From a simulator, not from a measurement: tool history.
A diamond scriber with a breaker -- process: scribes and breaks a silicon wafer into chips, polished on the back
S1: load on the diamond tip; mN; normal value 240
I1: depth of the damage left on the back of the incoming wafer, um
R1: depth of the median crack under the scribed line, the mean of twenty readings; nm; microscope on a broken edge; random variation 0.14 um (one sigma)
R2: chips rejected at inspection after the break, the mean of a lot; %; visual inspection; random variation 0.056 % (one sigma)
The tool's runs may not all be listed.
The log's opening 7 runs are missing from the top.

| run | day | S1 | I1 | R1 | R2 |
|---|---|---|---|---|---|
| 8 | 3.367 | 240 | 0.05 | 11650 | 6.69 |
| 9 | 3.979 | 240 | 0.01 | 11620 | 6.69 |
| 10 | 5.771 | 240 | 0.03 | 11660 | 7.24 |
| 11 | 6.071 | 207 | 0.03 | 10210 | 14.85 |
| 12 | 6.421 | 240 | 0.01 | 11760 | 7.24 |
| 13 | 7.054 | 240 | 0.04 | 11550 | 7.08 |
| 14 | 7.767 | 240 | 0.01 | 11820 | 7.37 |
|  | 8.108 | load on the tip recalibrated |
| 15 | 8.129 | 240 | 0.03 | 11620 | 7.38 |
| 16 | 8.55 | 240 | 0.04 | 11560 | 7.35 |
| 17 | 8.821 | 180 | 0.02 | 8970 | 24.24 |
| 18 | 9.233 | 275 | 0.01 | 13130 | 3.14 |
| 19 | 9.704 | 281 | 0.04 | 13590 | 2.73 |
| 20 | 10.046 | 294 | 0.04 | 13890 | 2.01 |
| 21 | 10.317 | 304 | 0.05 | 13940 | 1.76 |
|  | 10.425 | diamond tip replaced by a new one |
| 22 | 10.8 | 240 | 0.04 | 14320 | 1.66 |
| 23 | 11.296 | 203 | 0.04 | 12150 | 4.53 |
| 24 | 11.575 | 240 | 0.02 | 14440 | 1.72 |
| 25 | 12.171 | 272 | 0.05 | 15950 | 2.26 |
| 26 | 12.55 | 240 | 0.02 | 13920 | 1.92 |
| 27 | 13.054 | 240 | 0.04 | 13810 | 1.97 |
| 28 | 13.662 | 240 | 0.04 | 13960 | 2.09 |
| 29 | 14.208 | 219 | 0.02 | 12830 | 3.98 |
| 30 | 14.767 | 259 | 0.02 | 14750 | 1.66 |
| 31 | 15.233 | 169 | 0.02 | 9710 | 18.43 |
| 32 | 15.946 | 299 | 0.02 | 16200 | 2.72 |

5 ways to go on from here, each from the tool as it stands after run 32. What would each give?
| A | 15.975 | 240 | 0.04 | ? | ? |
| B | 15.975 | 300 | 0.04 | ? | ? |
| C | 15.975 | 276 | 0.04 | ? | ? |
| D | 15.975 | 261 | 0.04 | ? | ? |
| E | 15.975 | 310 | 0.04 | ? | ? |

| run | R1 | R2 |
|---|---|---|
| A | 13460 | 2.4 |
| B | 16320 | 2.87 |
| C | 15200 | 1.82 |
| D | 14490 | 1.68 |
| E | 16770 | 3.55 |
With no hidden state in the tool, these same runs would have given:
| run | R1 | R2 |
|---|---|---|
| A | 14640 | 1.67 |
| B | 17750 | 5.42 |
| C | 16540 | 3.2 |
| D | 15760 | 2.23 |
| E | 18240 | 6.53 |
